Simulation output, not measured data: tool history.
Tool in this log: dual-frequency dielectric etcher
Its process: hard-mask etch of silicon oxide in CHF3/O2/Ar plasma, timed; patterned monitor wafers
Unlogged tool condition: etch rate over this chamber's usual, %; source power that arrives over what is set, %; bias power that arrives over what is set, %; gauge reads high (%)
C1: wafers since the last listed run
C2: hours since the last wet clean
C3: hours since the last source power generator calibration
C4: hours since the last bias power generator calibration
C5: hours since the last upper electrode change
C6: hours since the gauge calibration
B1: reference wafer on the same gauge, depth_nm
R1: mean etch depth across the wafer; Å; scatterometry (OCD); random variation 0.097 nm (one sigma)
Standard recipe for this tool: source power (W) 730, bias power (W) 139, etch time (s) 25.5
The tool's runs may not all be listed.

run 1 hour=0.0 | source_power_(W)=730 bias_power_(W)=139 etch_time_(s)=25.5 | C1=0 C2=154.8 C3=1294.1 C4=2459.3 C5=2012.9 C6=675.5 | B1=56.19 | R1=474.8
run 2 hour=43.6 | source_power_(W)=730 bias_power_(W)=139 etch_time_(s)=25.5 | C1=483 C2=198.4 C3=1337.7 C4=2502.9 C5=2056.5 C6=719.1 | B1=56.19 | R1=476.7
run 3 hour=114.9 | source_power_(W)=730 bias_power_(W)=139 etch_time_(s)=25.5 | C1=790 C2=269.7 C3=1409.0 C4=2574.2 C5=2127.8 C6=790.4 | B1=56.19 | R1=476.0
run 4 hour=170.2 | source_power_(W)=730 bias_power_(W)=139 etch_time_(s)=25.5 | C1=612 C2=325.0 C3=1464.3 C4=2629.5 C5=2183.1 C6=845.7 | B1=56.19 | R1=474.9
run 5 hour=212.4 | source_power_(W)=730 bias_power_(W)=139 etch_time_(s)=25.5 | C1=467 C2=367.2 C3=1506.5 C4=2671.7 C5=2225.3 C6=887.9 | B1=56.22 | R1=475.1
run 6 hour=284.1 | source_power_(W)=730 bias_power_(W)=139 etch_time_(s)=25.5 | C1=794 C2=438.9 C3=1578.2 C4=2743.4 C5=2297.0 C6=959.6 | B1=56.17 | R1=476.1
-- hour=326.4 wet clean of the chamber
run 7 hour=326.9 | source_power_(W)=730 bias_power_(W)=139 etch_time_(s)=25.5 | C1=208 C2=0.5 C3=1621.0 C4=2786.2 C5=2339.8 C6=1002.4 | B1=56.17 | R1=474.9
run 8 hour=357.7 | source_power_(W)=730 bias_power_(W)=139 etch_time_(s)=29.0 | C1=341 C2=31.3 C3=1651.8 C4=2817.0 C5=2370.6 C6=1033.2 | B1=56.22 | R1=541.3
run 9 hour=384.3 | source_power_(W)=730 bias_power_(W)=139 etch_time_(s)=29.0 | C1=294 C2=57.9 C3=1678.4 C4=2843.6 C5=2397.2 C6=1059.8 | B1=56.18 | R1=541.2
run 10 hour=450.1 | source_power_(W)=730 bias_power_(W)=139 etch_time_(s)=25.5 | C1=729 C2=123.7 C3=1744.2 C4=2909.4 C5=2463.0 C6=1125.6 | B1=56.19 | R1=476.0
run 11 hour=495.3 | source_power_(W)=730 bias_power_(W)=139 etch_time_(s)=25.5 | C1=500 C2=168.9 C3=1789.4 C4=2954.6 C5=2508.2 C6=1170.8 | B1=56.20 | R1=476.2
run 12 hour=543.2 | source_power_(W)=730 bias_power_(W)=139 etch_time_(s)=25.5 | C1=530 C2=216.8 C3=1837.3 C4=3002.5 C5=2556.1 C6=1218.7 | B1=56.20 | R1=476.3
-- hour=599.4 source power generator calibrated
-- hour=615.5 upper electrode replaced
run 13 hour=616.0 | source_power_(W)=730 bias_power_(W)=139 etch_time_(s)=25.5 | C1=583 C2=289.6 C3=16.6 C4=3075.3 C5=0.5 C6=1291.5 | B1=56.19 | R1=485.3
run 14 hour=628.9 | source_power_(W)=800 bias_power_(W)=113 etch_time_(s)=29.5 | C1=142 C2=302.5 C3=29.5 C4=3088.2 C5=13.4 C6=1304.4 | B1=56.19 | R1=522.6
run 15 hour=663.8 | source_power_(W)=730 bias_power_(W)=161 etch_time_(s)=23.0 | C1=386 C2=337.4 C3=64.4 C4=3123.1 C5=48.3 C6=1339.3 | B1=56.20 | R1=470.8
run 16 hour=691.0 | source_power_(W)=580 bias_power_(W)=122 etch_time_(s)=21.0 | C1=301 C2=364.6 C3=91.6 C4=3150.3 C5=75.5 C6=1366.5 | B1=56.22 | R1=343.1
-- hour=729.1 wet clean of the chamber
-- hour=742.9 gauge calibrated
run 17 hour=764.0 | source_power_(W)=730 bias_power_(W)=139 etch_time_(s)=25.5 | C1=543 C2=34.9 C3=164.6 C4=3223.3 C5=148.5 C6=21.1 | B1=56.20 | R1=481.7
run 18 hour=804.7 | source_power_(W)=630 bias_power_(W)=152 etch_time_(s)=19.0 | C1=451 C2=75.6 C3=205.3 C4=3264.0 C5=189.2 C6=61.8 | B1=56.23 | R1=357.7
-- hour=838.3 bias power generator calibrated
run 19 hour=866.3 | source_power_(W)=730 bias_power_(W)=139 etch_time_(s)=25.5 | C1=638 C2=137.2 C3=266.9 C4=28.0 C5=250.8 C6=123.4 | B1=56.19 | R1=474.2
run 20 hour=897.3 | source_power_(W)=620 bias_power_(W)=139 etch_time_(s)=25.5 | C1=343 C2=168.2 C3=297.9 C4=59.0 C5=281.8 C6=154.4 | B1=56.20 | R1=447.3
run 21 hour=935.2 | source_power_(W)=600 bias_power_(W)=139 etch_time_(s)=25.5 | C1=420 C2=206.1 C3=335.8 C4=96.9 C5=319.7 C6=192.3 | B1=56.20 | R1=440.4
run 22 hour=988.4 | source_power_(W)=640 bias_power_(W)=153 etch_time_(s)=32.0 | C1=589 C2=259.3 C3=389.0 C4=150.1 C5=372.9 C6=245.5 | B1=56.20 | R1=593.2
run 23 hour=1052.2 | source_power_(W)=650 bias_power_(W)=168 etch_time_(s)=29.0 | C1=707 C2=323.1 C3=452.8 C4=213.9 C5=436.7 C6=309.3 | B1=56.19 | R1=565.4
run 24 hour=1085.0 | source_power_(W)=820 bias_power_(W)=125 etch_time_(s)=25.5 | C1=363 C2=355.9 C3=485.6 C4=246.7 C5=469.5 C6=342.1 | B1=56.19 | R1=467.8
run 25 hour=1142.7 | source_power_(W)=730 bias_power_(W)=139 etch_time_(s)=25.5 | C1=639 C2=413.6 C3=543.3 C4=304.4 C5=527.2 C6=399.8 | B1=56.16 | R1=471.6
run 26 hour=1194.2 | source_power_(W)=730 bias_power_(W)=139 etch_time_(s)=25.5 | C1=570 C2=465.1 C3=594.8 C4=355.9 C5=578.7 C6=451.3 | B1=56.21 | R1=471.7
-- hour=1226.0 wet clean of the chamber
run 27 hour=1230.4 | source_power_(W)=610 bias_power_(W)=139 etch_time_(s)=25.5 | C1=135 C2=4.4 C3=631.0 C4=392.1 C5=614.9 C6=487.5 | B1=56.17 | R1=443.2

3 ways to go on from here, each from the tool as it stands after run 27. What would each give?
run A hour=1230.8 | source_power_(W)=730 bias_power_(W)=139 etch_time_(s)=25.5 | C1=4 C2=4.8 C3=631.4 C4=392.5 C5=615.3 C6=487.9 | B1=? | R1=?
run B hour=1230.8 | source_power_(W)=730 bias_power_(W)=126 etch_time_(s)=25.5 | C1=4 C2=4.8 C3=631.4 C4=392.5 C5=615.3 C6=487.9 | B1=? | R1=?
run C hour=1230.8 | source_power_(W)=730 bias_power_(W)=118 etch_time_(s)=25.5 | C1=4 C2=4.8 C3=631.4 C4=392.5 C5=615.3 C6=487.9 | B1=? | R1=?

run=A B1=56.21 R1=473.4
run=B B1=56.21 R1=450.2
run=C B1=56.21 R1=435.1
With the hidden condition removed and each run's random variation left untouched, the same runs would have given:
run=A R1=476.7
run=B R1=453.6
run=C R1=438.4

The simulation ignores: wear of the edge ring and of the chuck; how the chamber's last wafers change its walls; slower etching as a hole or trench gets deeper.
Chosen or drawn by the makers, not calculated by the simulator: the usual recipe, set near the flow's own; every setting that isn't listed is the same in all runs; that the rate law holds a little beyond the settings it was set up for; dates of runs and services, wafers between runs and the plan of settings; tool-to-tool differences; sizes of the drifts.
